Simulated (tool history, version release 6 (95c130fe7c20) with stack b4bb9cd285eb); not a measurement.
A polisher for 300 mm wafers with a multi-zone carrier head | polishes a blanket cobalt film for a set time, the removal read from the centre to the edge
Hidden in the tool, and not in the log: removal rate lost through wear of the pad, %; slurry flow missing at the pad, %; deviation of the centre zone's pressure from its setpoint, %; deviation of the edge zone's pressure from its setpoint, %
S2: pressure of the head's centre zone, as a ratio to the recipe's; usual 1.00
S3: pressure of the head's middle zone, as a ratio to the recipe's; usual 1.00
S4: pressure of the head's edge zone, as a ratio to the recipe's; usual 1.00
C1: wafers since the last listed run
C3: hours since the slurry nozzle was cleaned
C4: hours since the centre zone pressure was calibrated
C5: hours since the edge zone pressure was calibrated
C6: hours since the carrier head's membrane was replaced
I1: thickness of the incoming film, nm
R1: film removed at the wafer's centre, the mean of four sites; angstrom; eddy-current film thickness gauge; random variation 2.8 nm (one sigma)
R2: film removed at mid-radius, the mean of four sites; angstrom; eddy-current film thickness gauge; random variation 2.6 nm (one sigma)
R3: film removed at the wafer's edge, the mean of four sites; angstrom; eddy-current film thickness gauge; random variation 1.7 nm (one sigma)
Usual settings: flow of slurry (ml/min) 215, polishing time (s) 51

run 1 hour=0.0 | flow_of_slurry_(ml/min)=245 S2=1.00 S3=1.00 S4=1.00 polishing_time_(s)=51 | C1=0 wafers_polished_on_this_pad=6025 C3=655.1 C4=205.4 C5=388.0 C6=539.7 | I1=1308.7 | R1=2137 R2=2210 R3=2167
run 2 hour=29.0 | flow_of_slurry_(ml/min)=215 S2=1.00 S3=1.00 S4=1.00 polishing_time_(s)=51 | C1=394 wafers_polished_on_this_pad=6419 C3=684.1 C4=234.4 C5=417.0 C6=568.7 | I1=1318.5 | R1=2088 R2=2138 R3=2166
-- hour=52.2 carrier head's membrane replaced by a new one
-- hour=59.8 slurry nozzle cleaned
run 3 hour=99.8 | flow_of_slurry_(ml/min)=215 S2=1.00 S3=1.00 S4=1.00 polishing_time_(s)=51 | C1=881 wafers_polished_on_this_pad=7301 C3=40.0 C4=305.2 C5=487.8 C6=47.6 | I1=1301.9 | R1=2027 R2=2160 R3=2133
-- hour=134.0 worn pad replaced by a new one
run 4 hour=169.0 | flow_of_slurry_(ml/min)=215 S2=1.00 S3=1.00 S4=1.00 polishing_time_(s)=51 | C1=887 wafers_polished_on_this_pad=475 C3=109.2 C4=374.4 C5=557.0 C6=116.8 | I1=1339.0 | R1=2121 R2=2116 R3=2146
run 5 hour=211.6 | flow_of_slurry_(ml/min)=265 S2=1.00 S3=1.05 S4=1.00 polishing_time_(s)=51 | C1=579 wafers_polished_on_this_pad=1055 C3=151.8 C4=417.0 C5=599.6 C6=159.4 | I1=1317.6 | R1=2134 R2=2300 R3=2187
run 6 hour=262.0 | flow_of_slurry_(ml/min)=280 S2=1.00 S3=1.00 S4=1.00 polishing_time_(s)=51 | C1=685 wafers_polished_on_this_pad=1741 C3=202.2 C4=467.4 C5=650.0 C6=209.8 | I1=1320.1 | R1=2126 R2=2190 R3=2206
run 7 hour=298.0 | flow_of_slurry_(ml/min)=280 S2=1.00 S3=1.00 S4=1.00 polishing_time_(s)=51 | C1=489 wafers_polished_on_this_pad=2231 C3=238.2 C4=503.4 C5=686.0 C6=245.8 | I1=1314.0 | R1=2136 R2=2246 R3=2230
run 8 hour=359.0 | flow_of_slurry_(ml/min)=215 S2=1.00 S3=1.00 S4=0.91 polishing_time_(s)=38 | C1=830 wafers_polished_on_this_pad=3061 C3=299.2 C4=564.4 C5=747.0 C6=306.8 | I1=1319.6 | R1=1568 R2=1639 R3=1552
run 9 hour=430.1 | flow_of_slurry_(ml/min)=215 S2=1.00 S3=1.00 S4=1.00 polishing_time_(s)=51 | C1=967 wafers_polished_on_this_pad=4029 C3=370.3 C4=635.5 C5=818.1 C6=377.9 | I1=1336.4 | R1=2048 R2=2191 R3=2174
-- hour=451.5 centre zone pressure recalibrated
-- hour=493.0 edge zone pressure recalibrated
run 10 hour=611.1 | flow_of_slurry_(ml/min)=215 S2=1.00 S3=1.07 S4=1.00 polishing_time_(s)=51 | C1=2409 wafers_polished_on_this_pad=6438 C3=551.3 C4=159.6 C5=118.1 C6=558.9 | I1=1304.9 | R1=2068 R2=2219 R3=2159
-- hour=619.3 carrier head's membrane replaced by a new one
run 11 hour=650.4 | flow_of_slurry_(ml/min)=215 S2=1.00 S3=1.00 S4=1.00 polishing_time_(s)=51 | C1=466 wafers_polished_on_this_pad=6905 C3=590.6 C4=198.9 C5=157.4 C6=31.1 | I1=1334.4 | R1=2069 R2=2106 R3=2151
-- hour=680.1 slurry nozzle cleaned
-- hour=680.8 worn pad replaced by a new one
run 12 hour=683.9 | flow_of_slurry_(ml/min)=155 S2=1.00 S3=1.00 S4=0.96 polishing_time_(s)=51 | C1=432 wafers_polished_on_this_pad=42 C3=3.8 C4=232.4 C5=190.9 C6=64.6 | I1=1329.0 | R1=1986 R2=2070 R3=2077
run 13 hour=713.5 | flow_of_slurry_(ml/min)=255 S2=1.00 S3=1.08 S4=1.00 polishing_time_(s)=41 | C1=402 wafers_polished_on_this_pad=444 C3=33.4 C4=262.0 C5=220.5 C6=94.2 | I1=1317.6 | R1=1681 R2=1867 R3=1756
run 14 hour=738.2 | flow_of_slurry_(ml/min)=215 S2=0.88 S3=1.00 S4=1.00 polishing_time_(s)=43 | C1=336 wafers_polished_on_this_pad=781 C3=58.1 C4=286.7 C5=245.2 C6=118.9 | I1=1302.8 | R1=1530 R2=1783 R3=1807
run 15 hour=807.3 | flow_of_slurry_(ml/min)=215 S2=1.05 S3=0.90 S4=0.96 polishing_time_(s)=57 | C1=940 wafers_polished_on_this_pad=1721 C3=127.2 C4=355.8 C5=314.3 C6=188.0 | I1=1311.7 | R1=2441 R2=2162 R3=2385
run 16 hour=863.0 | flow_of_slurry_(ml/min)=175 S2=1.00 S3=0.90 S4=1.00 polishing_time_(s)=51 | C1=758 wafers_polished_on_this_pad=2479 C3=182.9 C4=411.5 C5=370.0 C6=243.7 | I1=1318.4 | R1=1989 R2=1887 R3=2115
run 17 hour=930.8 | flow_of_slurry_(ml/min)=215 S2=1.11 S3=1.05 S4=1.00 polishing_time_(s)=51 | C1=922 wafers_polished_on_this_pad=3402 C3=250.7 C4=479.3 C5=437.8 C6=311.5 | I1=1293.3 | R1=2341 R2=2220 R3=2185
run 18 hour=1001.7 | flow_of_slurry_(ml/min)=215 S2=1.00 S3=0.93 S4=1.00 polishing_time_(s)=51 | C1=964 wafers_polished_on_this_pad=4367 C3=321.6 C4=550.2 C5=508.7 C6=382.4 | I1=1335.8 | R1=2109 R2=1984 R3=2132
-- hour=1091.0 centre zone pressure recalibrated
-- hour=1164.6 worn pad replaced by a new one
run 19 hour=1164.9 | flow_of_slurry_(ml/min)=215 S2=1.00 S3=1.00 S4=1.07 polishing_time_(s)=51 | C1=2139 wafers_polished_on_this_pad=4 C3=484.8 C4=73.9 C5=671.9 C6=545.6 | I1=1330.0 | R1=2083 R2=2129 R3=2226
-- hour=1218.8 carrier head's membrane replaced by a new one
run 20 hour=1228.3 | flow_of_slurry_(ml/min)=215 S2=1.00 S3=1.00 S4=1.00 polishing_time_(s)=51 | C1=794 wafers_polished_on_this_pad=799 C3=548.2 C4=137.3 C5=735.3 C6=9.5 | I1=1329.0 | R1=2067 R2=2136 R3=2155
run 21 hour=1264.0 | flow_of_slurry_(ml/min)=215 S2=1.00 S3=1.00 S4=1.00 polishing_time_(s)=51 | C1=485 wafers_polished_on_this_pad=1285 C3=583.9 C4=173.0 C5=771.0 C6=45.2 | I1=1326.6 | R1=2027 R2=2170 R3=2162
run 22 hour=1326.5 | flow_of_slurry_(ml/min)=150 S2=1.00 S3=0.92 S4=0.94 polishing_time_(s)=51 | C1=850 wafers_polished_on_this_pad=2135 C3=646.4 C4=235.5 C5=833.5 C6=107.7 | I1=1318.0 | R1=1971 R2=1912 R3=2014

4 ways to go on from here, each from the tool as it stands after run 22. What would each give?
run A hour=1326.9 | flow_of_slurry_(ml/min)=215 S2=1.00 S3=1.00 S4=1.00 polishing_time_(s)=51 | C1=5 wafers_polished_on_this_pad=2141 C3=646.8 C4=235.9 C5=833.9 C6=108.1 | I1=1310.2 | R1=? R2=? R3=?
run B hour=1326.9 | flow_of_slurry_(ml/min)=240 S2=1.04 S3=1.10 S4=0.89 polishing_time_(s)=51 | C1=5 wafers_polished_on_this_pad=2141 C3=646.8 C4=235.9 C5=833.9 C6=108.1 | I1=1310.2 | R1=? R2=? R3=?
run C hour=1326.9 | flow_of_slurry_(ml/min)=215 S2=1.00 S3=0.90 S4=1.00 polishing_time_(s)=35 | C1=5 wafers_polished_on_this_pad=2141 C3=646.8 C4=235.9 C5=833.9 C6=108.1 | I1=1310.2 | R1=? R2=? R3=?
run D hour=1326.9 | flow_of_slurry_(ml/min)=215 S2=1.00 S3=1.03 S4=1.00 polishing_time_(s)=51 | C1=5 wafers_polished_on_this_pad=2141 C3=646.8 C4=235.9 C5=833.9 C6=108.1 | I1=1310.2 | R1=? R2=? R3=?

run=A R1=2110 R2=2145 R3=2198
run=B R1=2226 R2=2354 R3=2117
run=C R1=1447 R2=1347 R3=1511
run=D R1=2110 R2=2199 R3=2198
Without the tool's hidden state the same runs would have given:
run=A R1=2110 R2=2145 R3=2198
run=B R1=2226 R2=2354 R3=2117
run=C R1=1447 R2=1347 R3=1511
run=D R1=2110 R2=2199 R3=2198
